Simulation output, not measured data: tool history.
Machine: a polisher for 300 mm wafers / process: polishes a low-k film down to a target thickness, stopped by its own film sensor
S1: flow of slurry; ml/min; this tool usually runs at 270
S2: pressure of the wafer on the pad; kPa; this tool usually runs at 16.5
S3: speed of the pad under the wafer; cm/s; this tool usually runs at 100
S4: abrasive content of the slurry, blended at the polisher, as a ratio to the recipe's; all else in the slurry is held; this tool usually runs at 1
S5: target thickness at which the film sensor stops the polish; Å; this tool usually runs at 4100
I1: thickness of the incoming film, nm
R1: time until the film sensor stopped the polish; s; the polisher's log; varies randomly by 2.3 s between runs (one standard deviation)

run	day	S1	S2	S3	S4	S5	I1	R1
1	0	270	16.5	100	1	4100	480.8	200
2	1.162	270	16.5	100	1	4100	478.7	194.6
# day 1.342: slurry blender recalibrated
3	2.154	270	16.5	100	1	4100	473.6	183.2
4	3.458	270	16.5	100	1	4100	478.7	194.2
5	4	270	16.5	100	1	4100	477.7	189.9
# day 4.479: slurry nozzle cleaned
# day 7.121: worn pad replaced by a new one
# day 7.358: slurry blender recalibrated
6	8.438	270	16.5	100	1	4100	470.4	161.8
7	9.738	270	16.5	100	0.9	4100	479.8	205.8
8	10.529	270	16.5	100	0.9	4100	481.4	212.7
9	11.271	270	16.5	100	0.9	4100	479.5	205.1
10	11.771	270	18.6	100	1.2	4100	486.2	171.8
# day 12.683: slurry nozzle cleaned
11	12.792	315	16.5	100	1	4000	482	214.5
12	13.575	270	16.5	100	1	3870	484	258.4
# day 13.821: worn pad replaced by a new one
# day 13.983: slurry blender recalibrated
13	14.579	210	13.1	100	0.75	3950	480.4	357.7
14	15.154	195	19.3	100	1	4100	486.1	183.9
15	15.658	270	16.5	100	1	4100	473.4	170.8
# day 16.408: conditioning disc replaced and pad reconditioned
16	16.725	305	16.5	120	1	4100	469.4	137.4
17	17.779	270	16.5	70	0.85	4100	477.1	258.2
# day 19.038: head pressure recalibrated
18	19.175	210	13.1	100	0.75	3950	483.3	387.5
# day 20.525: slurry blender recalibrated
# day 20.708: worn pad replaced by a new one
# day 21.804: slurry nozzle cleaned
19	22.029	230	16.5	116	0.9	4210	479.5	149
20	23.204	270	16.5	120	1	4100	486.7	178.3
21	24.208	270	16.5	100	1	4100	486.1	206.6
22	24.729	340	16.5	112	1.25	4290	480.6	113.2
23	26.033	270	20	82	1	4100	475	168.9
# day 26.75: slurry blender recalibrated
24	27.408	310	16.5	80	1	4100	478.3	218.5

Each row is a separate what-if for the run after 24, all from the same tool condition, not one after another. Results?
A	27.429	270	16.5	100	1	4100	488.9	?
B	27.429	270	17.9	100	1.1	4100	488.9	?
C	27.429	330	16.5	100	1	4210	488.9	?
D	27.429	235	16.5	100	0.75	4100	488.9	?
E	27.429	315	21.4	100	1	4270	488.9	?

run	R1
A	216.3
B	189.4
C	181.8
D	266.9
E	129
With no hidden state in the tool, these same runs would have given:
run	R1
A	205.7
B	180.2
C	174.2
D	252.3
E	123.4

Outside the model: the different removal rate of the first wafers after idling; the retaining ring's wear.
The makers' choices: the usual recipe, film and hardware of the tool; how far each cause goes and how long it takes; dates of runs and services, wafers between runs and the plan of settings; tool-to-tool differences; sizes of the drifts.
